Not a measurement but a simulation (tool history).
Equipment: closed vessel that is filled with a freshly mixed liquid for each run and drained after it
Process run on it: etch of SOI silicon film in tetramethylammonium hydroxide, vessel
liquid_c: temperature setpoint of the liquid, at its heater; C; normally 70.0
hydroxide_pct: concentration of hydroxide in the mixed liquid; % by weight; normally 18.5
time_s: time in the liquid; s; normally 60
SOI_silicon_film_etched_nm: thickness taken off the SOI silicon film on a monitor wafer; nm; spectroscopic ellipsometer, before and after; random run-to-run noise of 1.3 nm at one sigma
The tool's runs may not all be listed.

run,day,liquid_c,hydroxide_pct,time_s,wafers since the last listed run,hours since the thermometer was replaced,hours since the hydroxide flow meter was replaced,hours since the gauge calibration,"read-back film thickness of the SOI silicon film reference wafer, read on the same gauge (nm)",SOI_silicon_film_etched_nm
1,0.000,70.0,18.5,60,0,1771.6,85.6,912.3,30.01,330.97
2,1.358,70.0,18.5,60,3400,1804.2,118.2,944.9,30.00,331.50
3,3.421,70.0,18.5,60,5163,1853.7,167.7,994.4,30.01,330.41
4,10.896,70.0,18.5,60,18713,2033.1,347.1,1173.8,29.99,333.30
# day 14.658: hydroxide flow meter replaced
5,19.558,70.0,18.5,60,21582,2241.0,117.6,1381.7,30.00,333.96
6,21.962,70.0,18.5,60,6018,2298.7,175.3,1439.4,29.98,333.83
7,24.183,70.0,18.5,60,5559,2352.0,228.6,1492.7,29.99,337.19
8,27.075,70.0,18.5,60,7239,2421.4,298.0,1562.1,29.99,334.72
# day 27.246: thermometer replaced
9,28.625,70.0,18.5,60,3776,33.1,335.2,1599.3,30.02,350.12
10,29.683,70.0,18.5,60,2649,58.5,360.6,1624.7,29.99,347.16
11,31.267,70.0,18.5,60,3963,96.5,398.6,1662.7,30.00,350.78
12,32.729,70.0,18.5,60,3661,131.6,433.7,1697.8,29.99,351.35
13,34.175,70.0,15.5,35,3619,166.3,468.4,1732.5,29.99,217.27
14,35.767,66.0,20.5,60,3984,204.5,506.6,1770.7,30.00,264.42
# day 36.100: gauge calibrated
# day 36.475: thermometer replaced, repeated, since the last time left the tool worse
15,37.546,75.5,18.5,30,4349,25.7,549.3,34.7,29.99,216.59
# day 37.912: hydroxide flow meter replaced
16,39.025,64.0,14.5,90,3598,61.2,26.7,70.2,29.99,365.26
17,41.917,70.0,18.5,60,7239,130.6,96.1,139.6,30.01,319.66
18,43.571,66.0,13.5,60,4141,170.3,135.8,179.3,29.99,286.36
19,47.658,68.0,14.5,95,10233,268.4,233.9,277.4,30.03,496.20
20,49.729,62.5,18.5,80,5184,318.1,283.6,327.1,30.02,274.09
21,52.450,70.0,18.5,35,6811,383.4,348.9,392.4,30.01,186.40
22,55.117,70.0,18.5,60,6676,447.4,412.9,456.4,29.98,323.43
23,56.129,70.0,14.5,90,2534,471.7,437.2,480.7,30.00,527.73
24,57.196,70.0,18.5,45,2670,497.3,462.8,506.3,30.01,239.45
# day 58.408: hydroxide flow meter replaced
25,59.838,75.5,18.5,60,6509,560.7,34.3,569.7,29.99,441.23

For each run, what was the tool's unlogged condition?
hydroxide flow below the setpoint (%): 0 across all the runs
gauge reads high (%): 0 across all the runs
H1: liquid hotter than its thermometer reads (K)
run,H1
1,0.646
2,0.658
3,0.676
4,0.74
5,0.814
6,0.834
7,0.853
8,0.878
9,1.58
10,1.59
11,1.6
12,1.61
13,1.63
14,1.64
15,0.0153
16,0.0279
17,0.0526
18,0.0668
19,0.102
20,0.119
21,0.143
22,0.166
23,0.174
24,0.183
25,0.206
